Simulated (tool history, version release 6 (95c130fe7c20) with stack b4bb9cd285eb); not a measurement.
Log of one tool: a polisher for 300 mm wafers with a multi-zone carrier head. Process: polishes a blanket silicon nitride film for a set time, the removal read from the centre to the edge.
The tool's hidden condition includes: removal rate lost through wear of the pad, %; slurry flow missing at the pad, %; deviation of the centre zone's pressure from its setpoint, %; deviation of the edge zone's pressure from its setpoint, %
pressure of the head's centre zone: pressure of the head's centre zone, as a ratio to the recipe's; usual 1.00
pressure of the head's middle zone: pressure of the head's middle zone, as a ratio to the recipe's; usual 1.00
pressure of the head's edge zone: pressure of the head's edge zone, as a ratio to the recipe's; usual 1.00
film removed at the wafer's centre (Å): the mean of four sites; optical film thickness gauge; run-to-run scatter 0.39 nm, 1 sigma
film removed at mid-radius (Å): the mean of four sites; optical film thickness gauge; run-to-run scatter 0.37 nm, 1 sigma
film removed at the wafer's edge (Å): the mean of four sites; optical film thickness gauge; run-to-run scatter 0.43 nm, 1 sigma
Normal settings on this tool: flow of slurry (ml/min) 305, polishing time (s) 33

run,hour,flow of slurry (ml/min),pressure of the head's centre zone,pressure of the head's middle zone,pressure of the head's edge zone,polishing time (s),wafers since the last listed run,wafers polished on this pad,hours since the slurry nozzle was cleaned,hours since the centre zone pressure was calibrated,hours since the edge zone pressure was calibrated,hours since the carrier head's membrane was replaced,"incoming thickness of the incoming film, nm",film removed at the wafer's centre (Å),film removed at mid-radius (Å),film removed at the wafer's edge (Å)
1,0.0,305,1.00,1.00,1.00,33,0,70,409.2,220.9,1085.7,761.9,508.4,456,451,464
2,31.4,305,1.00,1.00,1.00,33,242,312,440.6,252.3,1117.1,793.3,502.1,465,456,465
3,55.0,305,1.00,1.00,1.00,33,181,494,464.2,275.9,1140.7,816.9,512.3,473,450,462
# hour 70.9: edge zone pressure recalibrated
4,86.2,305,1.00,1.00,1.00,33,225,719,495.4,307.1,15.3,848.1,509.6,456,452,460
# hour 178.3: slurry nozzle cleaned
5,179.3,305,1.00,1.11,1.00,23,709,1429,1.0,400.2,108.4,941.2,498.8,329,348,327
# hour 187.5: worn pad replaced by a new one
6,195.7,345,1.11,1.12,1.00,29,95,63,17.4,416.6,124.8,957.6,508.9,467,451,412
7,222.6,255,1.00,0.90,1.00,28,207,270,44.3,443.5,151.7,984.5,517.4,393,350,390
8,329.9,330,1.00,0.89,1.10,33,827,1097,151.6,550.8,259.0,1091.8,516.7,471,416,480
# hour 335.5: carrier head's membrane replaced by a new one
9,354.9,305,1.08,0.94,1.11,26,154,1252,176.6,575.8,284.0,19.4,518.7,402,339,388
# hour 373.4: worn pad replaced by a new one
10,401.6,305,1.00,1.00,1.00,33,329,217,223.3,622.5,330.7,66.1,510.6,463,456,463
# hour 404.6: centre zone pressure recalibrated
11,432.3,220,1.09,1.00,1.00,33,221,438,254.0,27.7,361.4,96.8,511.5,500,448,450
12,462.2,280,0.94,1.00,1.00,33,230,669,283.9,57.6,391.3,126.7,506.8,435,459,466
13,476.1,305,1.00,1.00,0.97,33,107,776,297.8,71.5,405.2,140.6,501.3,474,460,458
14,491.9,305,1.00,1.00,0.92,33,121,898,313.6,87.3,421.0,156.4,520.0,468,455,449
15,505.4,255,1.00,0.90,1.12,38,104,1002,327.1,100.8,434.5,169.9,507.0,525,470,555
16,518.2,305,1.00,1.00,1.00,33,98,1100,339.9,113.6,447.3,182.7,515.7,472,455,469
17,540.8,305,1.00,1.00,1.00,38,174,1275,362.5,136.2,469.9,205.3,502.7,537,515,531
18,558.3,305,1.00,1.00,1.00,33,134,1409,380.0,153.7,487.4,222.8,515.2,474,459,463
# hour 565.2: worn pad replaced by a new one
19,591.5,305,0.95,1.10,1.00,33,225,202,413.2,186.9,520.6,256.0,511.6,444,494,460
20,617.8,305,1.00,0.96,0.93,33,202,405,439.5,213.2,546.9,282.3,512.1,454,432,440
21,640.2,305,1.00,1.00,1.00,33,172,578,461.9,235.6,569.3,304.7,519.4,459,457,458
22,665.8,335,0.95,1.00,1.00,33,197,775,487.5,261.2,594.9,330.3,511.9,437,463,462
23,685.5,305,0.90,1.00,0.92,33,151,927,507.2,280.9,614.6,350.0,508.1,405,444,444

What differs in the tool's unlogged condition from the final listed run ahead of each entry between runs to the first listed run following it?
Between runs 3 and 4: edge zone pressure recalibrated (hour 70.9)
  slurry flow missing at the pad, %: 21.8 -> 24.5
  measured less the result without the state, film removed at the wafer's centre (Å): -11 -> -12; film removed at mid-radius (Å): -9 -> -10; film removed at the wafer's edge (Å): -7 -> -8
Between runs 4 and 5: slurry nozzle cleaned (hour 178.3)
  slurry flow missing at the pad, %: 24.5 -> 5.19
  measured less the result without the state, film removed at the wafer's centre (Å): -12 -> -1; film removed at mid-radius (Å): -10 -> -2; film removed at the wafer's edge (Å): -8 -> -1
Between runs 5 and 6: worn pad replaced by a new one (hour 187.5)
  slurry flow missing at the pad, %: 5.19 -> 5.22
  measured less the result without the state, film removed at the wafer's centre (Å): -1 -> -2; film removed at mid-radius (Å): -2 -> -2; film removed at the wafer's edge (Å): -1 -> -1
Between runs 8 and 9: carrier head's membrane replaced by a new one (hour 335.5)
  slurry flow missing at the pad, %: 7.25 -> 7.98
  measured less the result without the state, film removed at the wafer's centre (Å): -2 -> -3; film removed at mid-radius (Å): -3 -> -2; film removed at the wafer's edge (Å): -3 -> -2
Between runs 9 and 10: worn pad replaced by a new one (hour 373.4)
  slurry flow missing at the pad, %: 7.98 -> 9.66
  measured less the result without the state, film removed at the wafer's centre (Å): -3 -> -5; film removed at mid-radius (Å): -2 -> -4; film removed at the wafer's edge (Å): -2 -> -3
Between runs 10 and 11: centre zone pressure recalibrated (hour 404.6)
  slurry flow missing at the pad, %: 9.66 -> 11
  measured less the result without the state, film removed at the wafer's centre (Å): -5 -> -6; film removed at mid-radius (Å): -4 -> -5; film removed at the wafer's edge (Å): -3 -> -4
Between runs 18 and 19: worn pad replaced by a new one (hour 565.2)
  slurry flow missing at the pad, %: 18.1 -> 20.5
  measured less the result without the state, film removed at the wafer's centre (Å): -9 -> -9; film removed at mid-radius (Å): -8 -> -9; film removed at the wafer's edge (Å): -5 -> -6
